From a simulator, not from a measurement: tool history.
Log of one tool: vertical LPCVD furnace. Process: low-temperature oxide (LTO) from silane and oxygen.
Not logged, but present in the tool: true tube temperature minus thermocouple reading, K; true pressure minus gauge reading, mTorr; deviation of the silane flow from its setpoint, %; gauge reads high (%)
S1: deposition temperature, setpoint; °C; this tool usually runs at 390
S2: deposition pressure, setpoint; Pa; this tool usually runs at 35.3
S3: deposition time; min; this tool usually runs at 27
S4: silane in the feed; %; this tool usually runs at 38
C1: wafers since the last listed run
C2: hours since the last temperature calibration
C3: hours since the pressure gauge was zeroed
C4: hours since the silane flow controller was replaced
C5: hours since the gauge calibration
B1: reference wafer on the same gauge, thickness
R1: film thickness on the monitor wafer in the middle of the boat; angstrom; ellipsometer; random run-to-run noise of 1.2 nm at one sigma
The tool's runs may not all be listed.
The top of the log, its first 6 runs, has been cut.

Run 7, day 14.662: usual settings; C1 797; C2 3385.5; C3 2771.9; C4 5161.8; C5 1799.1; B1 216.06. Result: R1 2265.1 angstrom.
Run 8, day 15.883: usual settings; C1 404; C2 3414.8; C3 2801.2; C4 5191.1; C5 1828.4; B1 215.73. Result: R1 2280.5 angstrom.
At day 17.388: thermocouples replaced and temperature profile calibrated.
Run 9, day 17.408: usual settings; C1 173; C2 0.5; C3 2837.8; C4 5227.7; C5 1865; B1 215.68. Result: R1 2282 angstrom.
Run 10, day 19.875: usual settings but S1 394 °C; C1 817; C2 59.7; C3 2897; C4 5286.9; C5 1924.2; B1 215.79. Result: R1 2371.1 angstrom.
Run 11, day 21.371: usual settings but S3 32 min, S4 44 %; C1 495; C2 95.6; C3 2932.9; C4 5322.8; C5 1960.1; B1 216.12. Result: R1 3188.9 angstrom.
Run 12, day 24.321: usual settings but S1 401 °C, S2 30 Pa; C1 977; C2 166.4; C3 3003.7; C4 5393.6; C5 2030.9; B1 216. Result: R1 2154.1 angstrom.
Run 13, day 32.55: usual settings; C1 2726; C2 363.9; C3 3201.2; C4 5591.1; C5 2228.4; B1 215.95. Result: R1 2262.4 angstrom.
At day 35.712: pressure gauge zeroed.
Run 14, day 35.733: usual settings; C1 723; C2 440.3; C3 0.5; C4 5667.5; C5 2304.8; B1 215.96. Result: R1 2196.9 angstrom.
Run 15, day 36.312: usual settings but S1 397 °C, S2 28.7 Pa, S3 23.5 min; C1 191; C2 454.2; C3 14.4; C4 5681.4; C5 2318.7; B1 215.71. Result: R1 1669.4 angstrom.
Run 16, day 39.088: usual settings; C1 919; C2 520.8; C3 81; C4 5748; C5 2385.3; B1 216.11. Result: R1 2208.1 angstrom.
Run 17, day 41.396: usual settings but S1 398 °C, S3 16.5 min; C1 764; C2 576.2; C3 136.4; C4 5803.4; C5 2440.7; B1 215.96. Result: R1 1476.7 angstrom.
Run 18, day 44.158: usual settings but S4 36 %; C1 915; C2 642.5; C3 202.7; C4 5869.7; C5 2507; B1 216.46. Result: R1 2064 angstrom.
Run 19, day 47.575: usual settings; C1 1131; C2 724.5; C3 284.7; C4 5951.7; C5 2589; B1 216.2. Result: R1 2205.1 angstrom.
Run 20, day 49.275: usual settings but S1 384 °C, S2 28.7 Pa, S3 36.5 min; C1 563; C2 765.3; C3 325.5; C4 5992.5; C5 2629.8; B1 216.05. Result: R1 2231 angstrom.
At day 51.425: silane flow controller replaced.
Run 21, day 51.446: usual settings but S1 393 °C, S3 17.5 min; C1 387; C2 817.4; C3 377.6; C4 0.5; C5 2681.9; B1 215.95. Result: R1 1469 angstrom.
At day 54.842: pressure gauge zeroed, repeated, since the last time left the tool worse.
Run 22, day 54.862: usual settings but S2 27.3 Pa, S3 34.5 min; C1 800; C2 899.4; C3 0.5; C4 82.5; C5 2763.9; B1 216.29. Result: R1 2291.7 angstrom.
Run 23, day 55.921: usual settings; C1 350; C2 924.8; C3 25.9; C4 107.9; C5 2789.3; B1 215.97. Result: R1 2354.9 angstrom.
At day 56.483: gauge calibrated.
Run 24, day 58.867: usual settings; C1 975; C2 995.5; C3 96.6; C4 178.6; C5 57.2; B1 216.07. Result: R1 2336.7 angstrom.
Run 25, day 60.358: usual settings; C1 494; C2 1031.3; C3 132.4; C4 214.4; C5 93; B1 216.22. Result: R1 2331.7 angstrom.
Run 26, day 62.917: usual settings but S1 380 °C; C1 847; C2 1092.7; C3 193.8; C4 275.8; C5 154.4; B1 216. Result: R1 2070.1 angstrom.
Run 27, day 66.729: usual settings but S1 386 °C, S2 38 Pa, S3 30 min, S4 44 %; C1 1263; C2 1184.2; C3 285.3; C4 367.3; C5 245.9; B1 215.85. Result: R1 3183.3 angstrom.
Run 28, day 69.717: usual settings but S2 41.3 Pa, S3 18.5 min; C1 989; C2 1255.9; C3 357; C4 439; C5 317.6; B1 216.23. Result: R1 1855.6 angstrom.
Run 29, day 72.079: usual settings; C1 782; C2 1312.6; C3 413.7; C4 495.7; C5 374.3; B1 216.1. Result: R1 2336.7 angstrom.
Run 30, day 74.788: usual settings but S1 396 °C, S4 32 %; C1 897; C2 1377.6; C3 478.7; C4 560.7; C5 439.3; B1 216.18. Result: R1 1961.4 angstrom.

Forecast each of these 5 alternatives for the next run:
Run A, day 74.962: usual settings; C1 57; C2 1381.8; C3 482.9; C4 564.9; C5 443.5; B1 ?. Result: R1 ?.
Run B, day 74.962: usual settings but S2 42.7 Pa, S3 30 min, S4 35 %; C1 57; C2 1381.8; C3 482.9; C4 564.9; C5 443.5; B1 ?. Result: R1 ?.
Run C, day 74.962: usual settings but S1 402 °C, S2 31.3 Pa, S3 19 min, S4 36 %; C1 57; C2 1381.8; C3 482.9; C4 564.9; C5 443.5; B1 ?. Result: R1 ?.
Run D, day 74.962: usual settings but S3 17 min, S4 43 %; C1 57; C2 1381.8; C3 482.9; C4 564.9; C5 443.5; B1 ?. Result: R1 ?.
Run E, day 74.962: usual settings but S1 401 °C, S3 16.5 min; C1 57; C2 1381.8; C3 482.9; C4 564.9; C5 443.5; B1 ?. Result: R1 ?.

run      B1      R1
  A  215.94  2332.5
  B  215.94  2811.3
  C  215.94  1555.5
  D  215.94  1705.7
  E  215.94  1615.9
What these runs would have given with no unlogged condition in the tool:
run      R1
  A  2357.1
  B  2835.8
  C    1574
  D  1723.7
  E    1633

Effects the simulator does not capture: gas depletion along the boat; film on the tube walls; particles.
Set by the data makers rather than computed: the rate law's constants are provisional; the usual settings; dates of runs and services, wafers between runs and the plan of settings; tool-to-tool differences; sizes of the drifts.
